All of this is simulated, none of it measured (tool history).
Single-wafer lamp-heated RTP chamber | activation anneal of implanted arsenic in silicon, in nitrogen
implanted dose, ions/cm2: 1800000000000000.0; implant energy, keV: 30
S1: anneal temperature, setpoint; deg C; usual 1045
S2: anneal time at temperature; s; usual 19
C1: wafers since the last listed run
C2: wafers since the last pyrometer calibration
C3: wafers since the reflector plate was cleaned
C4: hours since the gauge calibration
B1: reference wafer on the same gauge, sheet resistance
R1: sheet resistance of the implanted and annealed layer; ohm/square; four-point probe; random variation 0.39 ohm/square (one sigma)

run 1 hour=0.0 | S1=1045 S2=19 | C1=0 C2=5822 C3=1503 C4=565.8 | B1=102.00 | R1=84.56
run 2 hour=59.1 | S1=1045 S2=19 | C1=961 C2=6783 C3=2465 C4=624.9 | B1=102.19 | R1=84.84
run 3 hour=158.2 | S1=1045 S2=19 | C1=1612 C2=8396 C3=4078 C4=724.0 | B1=102.10 | R1=83.62
run 4 hour=203.1 | S1=1045 S2=19 | C1=730 C2=9127 C3=4809 C4=768.9 | B1=102.22 | R1=82.79
run 5 hour=276.6 | S1=1045 S2=19 | C1=1196 C2=10324 C3=6005 C4=842.4 | B1=102.09 | R1=82.12
-- hour=338.8 pyrometer window cleaned and pyrometer calibrated
run 6 hour=360.3 | S1=1045 S2=19 | C1=1232 C2=350 C3=7237 C4=926.1 | B1=102.06 | R1=84.69
run 7 hour=410.4 | S1=1045 S2=19 | C1=815 C2=1166 C3=8053 C4=976.2 | B1=102.03 | R1=84.72
run 8 hour=501.5 | S1=1045 S2=19 | C1=1482 C2=2648 C3=9536 C4=1067.3 | B1=102.14 | R1=84.49
run 9 hour=589.2 | S1=1045 S2=19 | C1=1427 C2=4076 C3=10963 C4=1155.0 | B1=102.10 | R1=83.24
-- hour=643.8 reflector plate cleaned
run 10 hour=649.5 | S1=1045 S2=19 | C1=851 C2=4927 C3=92 C4=1215.3 | B1=102.10 | R1=84.92
run 11 hour=947.7 | S1=1045 S2=19 | C1=4853 C2=9781 C3=4945 C4=1513.5 | B1=102.15 | R1=82.34
run 12 hour=1038.9 | S1=1033 S2=19 | C1=1484 C2=11265 C3=6429 C4=1604.7 | B1=102.03 | R1=84.52
-- hour=1050.6 pyrometer window cleaned and pyrometer calibrated
run 13 hour=1116.4 | S1=1033 S2=19 | C1=1131 C2=1070 C3=7561 C4=1682.2 | B1=102.10 | R1=88.60
run 14 hour=1203.1 | S1=1033 S2=19 | C1=1411 C2=2481 C3=8972 C4=1768.9 | B1=102.20 | R1=87.78
run 15 hour=1248.3 | S1=1045 S2=15 | C1=735 C2=3217 C3=9707 C4=1814.1 | B1=102.14 | R1=86.71
run 16 hour=1340.3 | S1=1045 S2=15 | C1=1497 C2=4714 C3=11205 C4=1906.1 | B1=102.12 | R1=85.71
-- hour=1382.7 reflector plate cleaned
run 17 hour=1402.4 | S1=1028 S2=14 | C1=880 C2=5595 C3=320 C4=1968.2 | B1=102.12 | R1=92.56
run 18 hour=1505.9 | S1=1045 S2=19 | C1=1684 C2=7280 C3=2004 C4=2071.7 | B1=102.15 | R1=84.44
run 19 hour=1552.9 | S1=1019 S2=29 | C1=764 C2=8045 C3=2769 C4=2118.7 | B1=102.20 | R1=86.77
run 20 hour=1656.2 | S1=1045 S2=19 | C1=1681 C2=9726 C3=4451 C4=2222.0 | B1=102.08 | R1=83.35
-- hour=1690.4 pyrometer window cleaned and pyrometer calibrated
run 21 hour=1902.8 | S1=1045 S2=19 | C1=3883 C2=3457 C3=8334 C4=2468.6 | B1=102.23 | R1=84.44
run 22 hour=1986.0 | S1=1020 S2=11 | C1=1354 C2=4811 C3=9688 C4=2551.8 | B1=102.07 | R1=95.12
-- hour=2071.9 reflector plate cleaned
run 23 hour=2091.7 | S1=1025 S2=29 | C1=1590 C2=6401 C3=322 C4=2657.5 | B1=101.97 | R1=85.45
run 24 hour=2150.7 | S1=1015 S2=28 | C1=960 C2=7362 C3=1282 C4=2716.5 | B1=102.14 | R1=88.94
run 25 hour=2193.9 | S1=1035 S2=25 | C1=703 C2=8065 C3=1986 C4=2759.7 | B1=102.17 | R1=83.55
-- hour=2453.8 pyrometer window cleaned and pyrometer calibrated
-- hour=2462.9 gauge calibrated
run 26 hour=2497.8 | S1=1028 S2=14 | C1=4816 C2=715 C3=6802 C4=34.9 | B1=102.12 | R1=92.91
run 27 hour=2583.3 | S1=1045 S2=19 | C1=1391 C2=2106 C3=8193 C4=120.4 | B1=102.11 | R1=84.34
run 28 hour=2630.8 | S1=1045 S2=19 | C1=773 C2=2880 C3=8966 C4=167.9 | B1=101.95 | R1=84.34
-- hour=2810.4 reflector plate cleaned
run 29 hour=2871.8 | S1=1045 S2=27 | C1=3792 C2=6672 C3=999 C4=408.9 | B1=102.14 | R1=81.62
run 30 hour=2964.5 | S1=1033 S2=19 | C1=1508 C2=8181 C3=2508 C4=501.6 | B1=102.22 | R1=86.67
run 31 hour=3027.3 | S1=1064 S2=19 | C1=1022 C2=9203 C3=3530 C4=564.4 | B1=102.01 | R1=78.92
run 32 hour=3078.6 | S1=1065 S2=24 | C1=834 C2=10038 C3=4365 C4=615.7 | B1=102.05 | R1=76.05
run 33 hour=3121.0 | S1=1057 S2=10 | C1=690 C2=10728 C3=5055 C4=658.1 | B1=102.14 | R1=86.41
run 34 hour=3186.6 | S1=1075 S2=19 | C1=1067 C2=11796 C3=6123 C4=723.7 | B1=102.06 | R1=75.66
-- hour=3221.7 pyrometer window cleaned and pyrometer calibrated
run 35 hour=3247.7 | S1=1055 S2=23 | C1=864 C2=422 C3=6987 C4=784.8 | B1=102.09 | R1=80.14

Forecast each of these 5 alternatives for the next run:
run A hour=3248.1 | S1=1045 S2=16 | C1=6 C2=429 C3=6993 C4=785.2 | B1=? | R1=?
run B hour=3248.1 | S1=1045 S2=26 | C1=6 C2=429 C3=6993 C4=785.2 | B1=? | R1=?
run C hour=3248.1 | S1=1037 S2=26 | C1=6 C2=429 C3=6993 C4=785.2 | B1=? | R1=?
run D hour=3248.1 | S1=1057 S2=23 | C1=6 C2=429 C3=6993 C4=785.2 | B1=? | R1=?
run E hour=3248.1 | S1=1018 S2=24 | C1=6 C2=429 C3=6993 C4=785.2 | B1=? | R1=?

run=A B1=102.00 R1=87.19
run=B B1=102.00 R1=82.10
run=C B1=102.00 R1=84.22
run=D B1=102.00 R1=80.37
run=E B1=102.00 R1=90.38
Without the tool's hidden state the same runs would have given:
run=A R1=89.37
run=B R1=84.29
run=C R1=86.50
run=D R1=82.42
run=E R1=92.69

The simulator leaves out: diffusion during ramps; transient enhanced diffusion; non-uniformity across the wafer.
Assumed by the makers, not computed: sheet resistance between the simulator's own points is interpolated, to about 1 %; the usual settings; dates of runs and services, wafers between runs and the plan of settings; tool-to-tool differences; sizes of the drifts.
